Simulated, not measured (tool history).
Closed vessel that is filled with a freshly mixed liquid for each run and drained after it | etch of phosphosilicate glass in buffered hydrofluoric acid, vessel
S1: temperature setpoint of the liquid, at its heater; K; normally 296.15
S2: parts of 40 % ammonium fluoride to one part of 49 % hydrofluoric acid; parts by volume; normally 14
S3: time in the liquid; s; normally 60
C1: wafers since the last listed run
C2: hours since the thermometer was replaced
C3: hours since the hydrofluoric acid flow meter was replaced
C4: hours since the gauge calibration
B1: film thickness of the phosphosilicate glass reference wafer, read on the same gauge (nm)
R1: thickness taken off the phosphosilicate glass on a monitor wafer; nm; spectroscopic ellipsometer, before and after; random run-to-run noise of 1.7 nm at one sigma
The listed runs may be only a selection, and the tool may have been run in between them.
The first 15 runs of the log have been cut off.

| run | hour | S1 | S2 | S3 | C1 | C2 | C3 | C4 | B1 | R1 |
|---|---|---|---|---|---|---|---|---|---|---|
| 16 | 736.2 | 292.15 | 15.5 | 45 | 3895 | 294 | 153 | 146.7 | 140 | 157.73 |
| 17 | 775.2 | 294.65 | 14 | 60 | 3158 | 333 | 192 | 185.7 | 140.02 | 268.97 |
| 18 | 832.1 | 300.65 | 14 | 60 | 4608 | 389.9 | 248.9 | 242.6 | 140.02 | 370.84 |
| 19 | 899.5 | 294.15 | 19 | 70 | 5458 | 457.3 | 316.3 | 310 | 140.01 | 228.07 |
| 20 | 935.9 | 296.15 | 14 | 85 | 2948 | 493.7 | 352.7 | 346.4 | 140.01 | 415.88 |
| 21 | 962.9 | 296.15 | 19.5 | 30 | 2186 | 520.7 | 379.7 | 373.4 | 139.99 | 105.49 |
| 22 | 1000.5 | 296.15 | 14 | 30 | 3045 | 558.3 | 417.3 | 411 | 139.99 | 146.29 |
| 23 | 1070.4 | 296.15 | 14 | 60 | 5661 | 628.2 | 487.2 | 480.9 | 140 | 293.87 |
| 24 | 1113.2 | 300.15 | 14 | 60 | 3466 | 671 | 530 | 523.7 | 140 | 369 |
| 25 | 1173 | 296.15 | 14 | 60 | 4843 | 730.8 | 589.8 | 583.5 | 140.04 | 297.99 |
| 26 | 1201.4 | 296.15 | 14 | 60 | 2300 | 759.2 | 618.2 | 611.9 | 139.99 | 295.99 |
|  | 1243 | thermometer replaced |
| 27 | 1271.2 | 296.15 | 14 | 60 | 5572 | 28.2 | 688 | 681.7 | 140 | 282.89 |
| 28 | 1307.3 | 297.65 | 18 | 60 | 2923 | 64.3 | 724.1 | 717.8 | 140.03 | 240.59 |
| 29 | 1357.2 | 294.65 | 15.5 | 50 | 4041 | 114.2 | 774 | 767.7 | 140.02 | 197.31 |
| 30 | 1460.6 | 296.15 | 14 | 40 | 8374 | 217.6 | 877.4 | 871.1 | 139.98 | 192.26 |
| 31 | 1510.7 | 300.15 | 17 | 30 | 4057 | 267.7 | 927.5 | 921.2 | 139.99 | 147.89 |

5 ways to go on from here, each from the tool as it stands after run 31. What would each give?
| A | 1511.4 | 296.15 | 14 | 60 | 56 | 268.4 | 928.2 | 921.9 | ? | ? |
| B | 1511.4 | 300.65 | 12 | 45 | 56 | 268.4 | 928.2 | 921.9 | ? | ? |
| C | 1511.4 | 300.65 | 14 | 45 | 56 | 268.4 | 928.2 | 921.9 | ? | ? |
| D | 1511.4 | 292.15 | 16.5 | 40 | 56 | 268.4 | 928.2 | 921.9 | ? | ? |
| E | 1511.4 | 297.65 | 14 | 60 | 56 | 268.4 | 928.2 | 921.9 | ? | ? |

| run | B1 | R1 |
|---|---|---|
| A | 140.02 | 292.35 |
| B | 140.02 | 325.16 |
| C | 140.02 | 279.65 |
| D | 140.02 | 132.76 |
| E | 140.02 | 317.3 |
Stripped of hidden state, with their random variation kept, the same runs would have yielded:
| run | R1 |
|---|---|
| A | 287.26 |
| B | 319.66 |
| C | 274.92 |
| D | 130.38 |
| E | 311.82 |
